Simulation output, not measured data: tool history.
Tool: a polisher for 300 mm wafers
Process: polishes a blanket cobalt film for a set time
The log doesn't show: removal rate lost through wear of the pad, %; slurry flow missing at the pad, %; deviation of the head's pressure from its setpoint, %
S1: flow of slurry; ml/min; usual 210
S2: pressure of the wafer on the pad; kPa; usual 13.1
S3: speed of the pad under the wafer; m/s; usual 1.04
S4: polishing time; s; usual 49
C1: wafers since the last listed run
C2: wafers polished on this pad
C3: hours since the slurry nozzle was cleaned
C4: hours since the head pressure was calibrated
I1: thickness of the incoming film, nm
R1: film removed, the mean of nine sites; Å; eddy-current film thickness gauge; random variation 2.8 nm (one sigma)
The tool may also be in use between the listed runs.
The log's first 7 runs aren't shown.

run 8 day=4.417 | S1=185 S2=15.9 S3=1.04 S4=49 | C1=160 C2=247 C3=416.3 C4=374.1 | I1=859 | R1=2979
run 9 day=5.033 | S1=210 S2=13.1 S3=1.04 S4=58 | C1=191 C2=439 C3=431.1 C4=388.9 | I1=849.6 | R1=2954
run 10 day=5.438 | S1=210 S2=13.1 S3=1.04 S4=58 | C1=125 C2=565 C3=440.8 C4=398.6 | I1=856.7 | R1=2934
run 11 day=5.921 | S1=210 S2=13.1 S3=1.04 S4=49 | C1=150 C2=715 C3=452.4 C4=410.2 | I1=858.2 | R1=2462
run 12 day=6.217 | S1=210 S2=13.1 S3=1.04 S4=49 | C1=92 C2=807 C3=459.5 C4=417.3 | I1=855.1 | R1=2437
run 13 day=6.817 | S1=210 S2=13.1 S3=1.04 S4=49 | C1=186 C2=994 C3=473.9 C4=431.7 | I1=850.5 | R1=2449
run 14 day=7.088 | S1=210 S2=15.9 S3=1.04 S4=49 | C1=84 C2=1078 C3=480.4 C4=438.2 | I1=854.6 | R1=2861
run 15 day=7.425 | S1=210 S2=15.9 S3=1.04 S4=49 | C1=105 C2=1183 C3=488.5 C4=446.3 | I1=861.5 | R1=2792
-- day=8.071 head pressure recalibrated
run 16 day=8.092 | S1=210 S2=13.1 S3=0.7 S4=49 | C1=181 C2=1365 C3=504.5 C4=0.5 | I1=851.1 | R1=1765
-- day=8.246 slurry nozzle cleaned
-- day=8.333 worn pad replaced by a new one
run 17 day=8.638 | S1=260 S2=13.1 S3=0.84 S4=45 | C1=128 C2=94 C3=9.4 C4=13.6 | I1=869 | R1=2068
run 18 day=9.342 | S1=210 S2=13.1 S3=1.04 S4=49 | C1=219 C2=313 C3=26.3 C4=30.5 | I1=848.9 | R1=2512
run 19 day=9.721 | S1=185 S2=15.2 S3=1.04 S4=34 | C1=117 C2=431 C3=35.4 C4=39.6 | I1=870.9 | R1=1885
run 20 day=11.1 | S1=235 S2=13.1 S3=1.04 S4=49 | C1=429 C2=860 C3=68.5 C4=72.7 | I1=866.2 | R1=2443
run 21 day=11.467 | S1=210 S2=15.2 S3=1.04 S4=55 | C1=114 C2=974 C3=77.3 C4=81.5 | I1=864.9 | R1=2989
run 22 day=12.025 | S1=210 S2=13.1 S3=1.04 S4=49 | C1=173 C2=1148 C3=90.7 C4=94.9 | I1=868 | R1=2338
-- day=12.517 worn pad replaced by a new one
run 23 day=12.538 | S1=210 S2=8.3 S3=1.04 S4=39 | C1=107 C2=5 C3=103 C4=107.2 | I1=860 | R1=1467
run 24 day=12.992 | S1=285 S2=13.1 S3=1.04 S4=49 | C1=141 C2=147 C3=113.9 C4=118.1 | I1=855.1 | R1=2684
run 25 day=13.721 | S1=210 S2=13.1 S3=0.88 S4=49 | C1=226 C2=374 C3=131.4 C4=135.6 | I1=864.9 | R1=2182
run 26 day=14.079 | S1=210 S2=17.2 S3=1.18 S4=49 | C1=111 C2=485 C3=140 C4=144.2 | I1=859.4 | R1=3351
run 27 day=14.542 | S1=210 S2=16.5 S3=0.9 S4=33 | C1=143 C2=629 C3=151.1 C4=155.3 | I1=878.6 | R1=1747
run 28 day=15.238 | S1=210 S2=13.1 S3=1.04 S4=61 | C1=216 C2=845 C3=167.8 C4=172 | I1=845.5 | R1=2967
run 29 day=15.888 | S1=140 S2=13.1 S3=1.3 S4=37 | C1=202 C2=1048 C3=183.4 C4=187.6 | I1=859.2 | R1=1970
run 30 day=16.35 | S1=210 S2=13.1 S3=1.04 S4=49 | C1=143 C2=1192 C3=194.5 C4=198.7 | I1=861.6 | R1=2375
run 31 day=16.762 | S1=280 S2=16.5 S3=0.9 S4=56 | C1=128 C2=1320 C3=204.4 C4=208.6 | I1=864.2 | R1=3038

4 ways to go on from here, each from the tool as it stands after run 31. What would each give?
run A day=16.779 | S1=210 S2=13.1 S3=1.04 S4=49 | C1=5 C2=1325 C3=204.8 C4=209 | I1=870.9 | R1=?
run B day=16.779 | S1=160 S2=9.7 S3=1.04 S4=66 | C1=5 C2=1325 C3=204.8 C4=209 | I1=870.9 | R1=?
run C day=16.779 | S1=210 S2=13.1 S3=1.22 S4=49 | C1=5 C2=1325 C3=204.8 C4=209 | I1=870.9 | R1=?
run D day=16.779 | S1=270 S2=13.1 S3=1.2 S4=34 | C1=5 C2=1325 C3=204.8 C4=209 | I1=870.9 | R1=?

run=A R1=2331
run=B R1=2368
run=C R1=2659
run=D R1=1875
Without the tool's hidden state the same runs would have given:
run=A R1=2689
run=B R1=2732
run=C R1=3067
run=D R1=2163
